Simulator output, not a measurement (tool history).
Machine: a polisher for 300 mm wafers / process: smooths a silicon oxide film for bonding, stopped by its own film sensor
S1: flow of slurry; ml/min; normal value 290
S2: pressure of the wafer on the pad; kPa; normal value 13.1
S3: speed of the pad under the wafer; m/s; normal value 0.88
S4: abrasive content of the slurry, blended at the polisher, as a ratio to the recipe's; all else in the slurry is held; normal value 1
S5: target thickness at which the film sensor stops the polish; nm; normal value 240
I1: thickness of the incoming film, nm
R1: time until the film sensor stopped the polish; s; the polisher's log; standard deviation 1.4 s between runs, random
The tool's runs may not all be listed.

run	hour	S1	S2	S3	S4	S5	I1	R1
1	0	290	13.1	0.88	1	240	285.3	72.4
2	32.6	290	13.1	0.88	1	240	291.7	83.1
3	61.9	290	13.1	0.88	1	240	288.8	76.5
4	88.9	290	13.1	0.88	1	246	295.3	80.9
5	114.6	290	13.1	0.88	1	246	290.6	71.8
# hour 125.4: slurry blender recalibrated
# hour 136.5: worn pad replaced by a new one
6	140.1	290	13.1	0.88	1	246	290.6	74.5
7	162.7	290	13.1	0.88	1	240	290.9	84.7
8	188.3	290	13.1	0.88	1	240	294.3	90
# hour 213.8: slurry nozzle cleaned
9	214.6	290	13.1	0.88	1	240	291	78.4
10	245.9	270	9.7	0.88	1	240	288.7	102.4
11	258.4	290	13.1	0.88	1	240	284.2	68.3
12	274.1	325	15.2	0.88	0.8	234	294.9	88
# hour 308.1: slurry blender recalibrated
13	308.6	290	15.2	1.14	1	240	291.4	56.8
# hour 325.6: worn pad replaced by a new one
14	329.7	290	13.1	0.88	1.3	240	289.3	67.4
15	346.3	240	13.1	1.06	0.85	240	286.1	67.8
16	373.5	290	9	0.88	1	247	289.9	98.5
17	409.3	290	11.7	0.88	1.25	240	290.3	77.2
18	441.3	290	13.1	0.88	1	240	287.5	75.3
19	471.7	250	13.1	0.88	1	256	288.4	50.4
# hour 485.8: slurry blender recalibrated
20	498.3	290	15.9	0.88	1	224	294.1	89.7
# hour 504: worn pad replaced by a new one
# hour 526: head pressure recalibrated
21	534.1	330	13.1	0.64	1	247	286.8	79.9
22	565.1	290	11.7	1.16	1.25	225	294.7	87.7
23	598.9	200	13.1	0.88	1	240	288.6	81.3
24	624.8	290	13.1	0.88	1	240	291.2	79.1
25	639.4	250	13.1	0.88	1	256	284.8	44.8
26	668	220	13.1	0.88	1	240	289.4	80.8
# hour 685.2: slurry blender recalibrated
27	686.6	290	13.1	0.88	1	240	287.4	72.4
# hour 702.1: worn pad replaced by a new one
28	705.4	290	11.7	0.88	1	248	290.2	73.4
29	734.6	355	13.1	1	1	227	291.3	90.9

Predict each of these 5 candidate next runs independently; none follows another, all start after run 29:
A	735	290	13.1	0.88	1	240	290	?
B	735	365	11	0.74	1	246	290	?
C	735	290	13.1	0.88	0.75	240	290	?
D	735	290	8.3	0.72	1.25	240	290	?
E	735	230	11.7	1.1	1	231	290	?

run	R1
A	79.4
B	92.7
C	93.1
D	132.5
E	90.6
The same runs, with their run-to-run variation unchanged, on a tool lacking any hidden condition would have given:
run	R1
A	77.1
B	90.6
C	90.4
D	128.7
E	87.3

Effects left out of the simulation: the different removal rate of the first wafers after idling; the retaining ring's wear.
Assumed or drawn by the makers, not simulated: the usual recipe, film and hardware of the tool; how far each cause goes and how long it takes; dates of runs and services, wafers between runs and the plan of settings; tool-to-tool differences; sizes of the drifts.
